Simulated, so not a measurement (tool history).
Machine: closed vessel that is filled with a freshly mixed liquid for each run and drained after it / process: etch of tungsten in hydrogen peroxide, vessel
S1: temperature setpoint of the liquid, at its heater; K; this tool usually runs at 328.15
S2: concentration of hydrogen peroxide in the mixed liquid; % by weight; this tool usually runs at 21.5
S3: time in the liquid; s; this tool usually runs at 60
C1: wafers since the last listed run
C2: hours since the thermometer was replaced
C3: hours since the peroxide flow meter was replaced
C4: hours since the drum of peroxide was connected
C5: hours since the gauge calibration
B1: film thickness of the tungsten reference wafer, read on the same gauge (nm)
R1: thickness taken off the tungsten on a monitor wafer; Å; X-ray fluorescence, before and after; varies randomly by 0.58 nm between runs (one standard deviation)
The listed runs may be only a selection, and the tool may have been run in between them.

run 1 hour=0.0 | S1=328.15 S2=21.5 S3=60 | C1=0 C2=1025.4 C3=726.8 C4=69.6 C5=82.4 | B1=90.01 | R1=703.4
run 2 hour=27.2 | S1=328.15 S2=21.5 S3=60 | C1=2035 C2=1052.6 C3=754.0 C4=96.8 C5=109.6 | B1=89.99 | R1=708.0
run 3 hour=42.6 | S1=328.15 S2=21.5 S3=60 | C1=1152 C2=1068.0 C3=769.4 C4=112.2 C5=125.0 | B1=90.00 | R1=704.3
run 4 hour=75.6 | S1=328.15 S2=21.5 S3=60 | C1=2469 C2=1101.0 C3=802.4 C4=145.2 C5=158.0 | B1=90.00 | R1=716.8
run 5 hour=148.4 | S1=328.15 S2=21.5 S3=60 | C1=5447 C2=1173.8 C3=875.2 C4=218.0 C5=230.8 | B1=90.01 | R1=691.5
run 6 hour=175.7 | S1=328.15 S2=21.5 S3=60 | C1=2042 C2=1201.1 C3=902.5 C4=245.3 C5=258.1 | B1=90.00 | R1=705.4
run 7 hour=194.0 | S1=328.15 S2=21.5 S3=60 | C1=1369 C2=1219.4 C3=920.8 C4=263.6 C5=276.4 | B1=90.00 | R1=706.2
run 8 hour=221.7 | S1=324.65 S2=21.5 S3=60 | C1=2072 C2=1247.1 C3=948.5 C4=291.3 C5=304.1 | B1=90.01 | R1=576.0
run 9 hour=251.9 | S1=328.15 S2=21.5 S3=45 | C1=2259 C2=1277.3 C3=978.7 C4=321.5 C5=334.3 | B1=90.01 | R1=530.9
run 10 hour=287.8 | S1=328.15 S2=21.5 S3=60 | C1=2686 C2=1313.2 C3=1014.6 C4=357.4 C5=370.2 | B1=90.01 | R1=712.9
-- hour=302.6 thermometer replaced
run 11 hour=303.1 | S1=328.15 S2=21.5 S3=60 | C1=1070 C2=0.5 C3=1029.9 C4=372.7 C5=385.5 | B1=90.00 | R1=714.1
run 12 hour=322.4 | S1=328.15 S2=27.5 S3=60 | C1=1444 C2=19.8 C3=1049.2 C4=392.0 C5=404.8 | B1=90.01 | R1=793.9
-- hour=401.6 peroxide flow meter replaced
run 13 hour=414.9 | S1=336.65 S2=15.5 S3=60 | C1=6846 C2=112.3 C3=13.3 C4=484.5 C5=497.3 | B1=89.99 | R1=965.6
-- hour=424.5 gauge calibrated
run 14 hour=440.8 | S1=325.15 S2=21.5 S3=60 | C1=1937 C2=138.2 C3=39.2 C4=510.4 C5=16.3 | B1=90.00 | R1=586.4
run 15 hour=454.2 | S1=332.15 S2=21.5 S3=40 | C1=1002 C2=151.6 C3=52.6 C4=523.8 C5=29.7 | B1=90.02 | R1=594.2
run 16 hour=468.4 | S1=328.15 S2=19.0 S3=60 | C1=1062 C2=165.8 C3=66.8 C4=538.0 C5=43.9 | B1=90.00 | R1=662.9
-- hour=492.9 new drum of peroxide connected
run 17 hour=499.2 | S1=332.15 S2=21.5 S3=30 | C1=2229 C2=196.6 C3=97.6 C4=6.3 C5=74.7 | B1=90.01 | R1=444.4
run 18 hour=533.2 | S1=328.15 S2=18.0 S3=35 | C1=2544 C2=230.6 C3=131.6 C4=40.3 C5=108.7 | B1=89.99 | R1=375.3
run 19 hour=562.7 | S1=318.15 S2=15.0 S3=30 | C1=2207 C2=260.1 C3=161.1 C4=69.8 C5=138.2 | B1=90.00 | R1=158.7
run 20 hour=588.9 | S1=328.15 S2=21.5 S3=60 | C1=1960 C2=286.3 C3=187.3 C4=96.0 C5=164.4 | B1=90.00 | R1=698.2
run 21 hour=601.9 | S1=333.65 S2=26.5 S3=90 | C1=972 C2=299.3 C3=200.3 C4=109.0 C5=177.4 | B1=89.99 | R1=1608.3
run 22 hour=622.2 | S1=328.15 S2=21.5 S3=60 | C1=1518 C2=319.6 C3=220.6 C4=129.3 C5=197.7 | B1=90.00 | R1=700.5

Describe how what the log doesn't record of the tool's condition differs between the last listed run preceding each entry between runs and the first listed run following it.
Logged between run 10 and run 11: thermometer replaced (hour 302.6)
  no difference in the tool's unlogged condition between these two runs
Logged between run 12 and run 13: peroxide flow meter replaced (hour 401.6)
  no difference in the tool's unlogged condition between these two runs
Logged between run 13 and run 14: gauge calibrated (hour 424.5)
  no difference in the tool's unlogged condition between these two runs
Logged between run 16 and run 17: new drum of peroxide connected (hour 492.9)
  no difference in the tool's unlogged condition between these two runs
